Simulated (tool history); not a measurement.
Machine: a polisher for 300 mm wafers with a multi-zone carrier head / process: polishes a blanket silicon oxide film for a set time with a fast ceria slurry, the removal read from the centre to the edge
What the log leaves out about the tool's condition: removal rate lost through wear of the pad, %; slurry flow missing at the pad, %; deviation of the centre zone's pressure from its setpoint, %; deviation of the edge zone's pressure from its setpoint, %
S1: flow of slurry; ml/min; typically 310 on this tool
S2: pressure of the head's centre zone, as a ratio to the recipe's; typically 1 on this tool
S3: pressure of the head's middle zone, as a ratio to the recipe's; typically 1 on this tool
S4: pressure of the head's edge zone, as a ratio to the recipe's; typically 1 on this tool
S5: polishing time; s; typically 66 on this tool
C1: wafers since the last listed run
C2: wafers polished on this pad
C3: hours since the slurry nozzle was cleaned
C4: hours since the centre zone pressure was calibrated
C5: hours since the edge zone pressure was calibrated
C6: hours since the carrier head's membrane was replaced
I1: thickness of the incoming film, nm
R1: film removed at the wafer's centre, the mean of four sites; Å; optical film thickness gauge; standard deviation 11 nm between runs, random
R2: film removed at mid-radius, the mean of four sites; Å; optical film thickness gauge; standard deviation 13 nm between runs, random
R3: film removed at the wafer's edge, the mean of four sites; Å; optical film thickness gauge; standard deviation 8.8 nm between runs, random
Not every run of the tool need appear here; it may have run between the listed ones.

run,hour,S1,S2,S3,S4,S5,C1,C2,C3,C4,C5,C6,I1,R1,R2,R3
1,0,310,1,1,1,66,0,1899,155.5,735.1,844.8,585.3,2611.1,9344,10257,10501
# hour 75: worn pad replaced by a new one
2,75.5,310,1,1,1,66,763,5,231,810.6,920.3,660.8,2623.9,9389,9932,10805
3,105.4,245,1,1,1,66,319,324,260.9,840.5,950.2,690.7,2625.7,9060,9780,10499
4,133.8,245,1,1,1,66,303,628,289.3,868.9,978.6,719.1,2591,9107,9829,10368
# hour 158.7: slurry nozzle cleaned
5,174.2,245,1,1,1,66,420,1049,15.5,909.3,1019,759.5,2553.5,9085,9952,10278
6,223.4,310,0.92,1.08,1,66,525,1574,64.7,958.5,1068.2,808.7,2578.2,8563,10658,10604
7,273.8,310,0.92,1.08,1,66,538,2112,115.1,1008.9,1118.6,859.1,2529.9,8596,10774,10423
# hour 316.2: centre zone pressure recalibrated
8,336.3,310,0.92,1.08,1,66,646,2759,177.6,20.1,1181.1,921.6,2549.1,9473,10782,10581
9,401.3,310,1,1,1,66,694,3453,242.6,85.1,1246.1,986.6,2568.3,10112,10054,10367
# hour 409.2: worn pad replaced by a new one, of another model than before
# hour 411.3: slurry nozzle cleaned
# hour 449.8: edge zone pressure recalibrated
10,584.6,310,1,1,0.88,66,1883,1841,173.3,268.4,134.8,1169.9,2614,9525,10002,10005
# hour 636.9: carrier head's membrane replaced by a new one
11,650.5,410,1,1,1,75,650,2492,239.2,334.3,200.7,13.6,2584.2,11087,11816,12072
# hour 683.4: worn pad replaced by a new one
12,689.2,270,1,1.06,0.96,66,370,61,277.9,373,239.4,52.3,2557.8,9286,10454,10338
# hour 735.5: slurry nozzle cleaned
13,747.5,310,1.11,0.94,0.89,53,612,674,12,431.3,297.7,110.6,2544.8,8284,7838,8180
14,786.9,310,1,1.08,1,66,420,1094,51.4,470.7,337.1,150,2619.2,9527,10817,10382
15,842.9,310,1,0.88,1,88,598,1692,107.4,526.7,393.1,206,2597.4,12217,12043,14090
16,889.2,310,1,1,1,66,494,2187,153.7,573,439.4,252.3,2589.7,9376,10029,10524
# hour 939.3: worn pad replaced by a new one
17,949.5,310,1,1,1.06,66,601,108,214,633.3,499.7,312.6,2570.8,9289,10405,10983
# hour 1007.7: slurry nozzle cleaned
18,1018.5,235,0.94,0.89,1,60,726,835,10.8,702.3,568.7,381.6,2596.7,7712,8299,9511
19,1063.7,310,0.89,1,1,47,482,1318,56,747.5,613.9,426.8,2615.6,5944,7350,7574
20,1111,310,1.08,1,1,66,505,1823,103.3,794.8,661.2,474.1,2579.8,9880,10286,10682
21,1181,310,1,1,1,53,747,2570,173.3,864.8,731.2,544.1,2587.2,7229,8121,8348
22,1207.3,235,0.94,0.89,1,60,280,2851,199.6,891.1,757.5,570.4,2598.7,7485,8187,9501
# hour 1214.2: centre zone pressure recalibrated
# hour 1236.5: worn pad replaced by a new one
23,1243.7,310,1,1,1,66,324,76,236,29.5,793.9,606.8,2591.9,10308,10117,10426

What if the next run were any one of these 3? Each begins from the tool's condition after run 23:
A,1244.1,385,1,1,1,66,4,81,236.4,29.9,794.3,607.2,2590.8,?,?,?
B,1244.1,230,1,1,1.04,66,4,81,236.4,29.9,794.3,607.2,2590.8,?,?,?
C,1244.1,310,0.94,0.89,0.92,77,4,81,236.4,29.9,794.3,607.2,2590.8,?,?,?

run,R1,R2,R3
A,10510,10334,10656
B,10156,10017,10605
C,11353,10804,11852
Take away the tool's hidden state, keep each run's random variation, and the runs would have read:
run,R1,R2,R3
A,10571,10334,10656
B,10214,10016,10605
C,11418,10804,11852
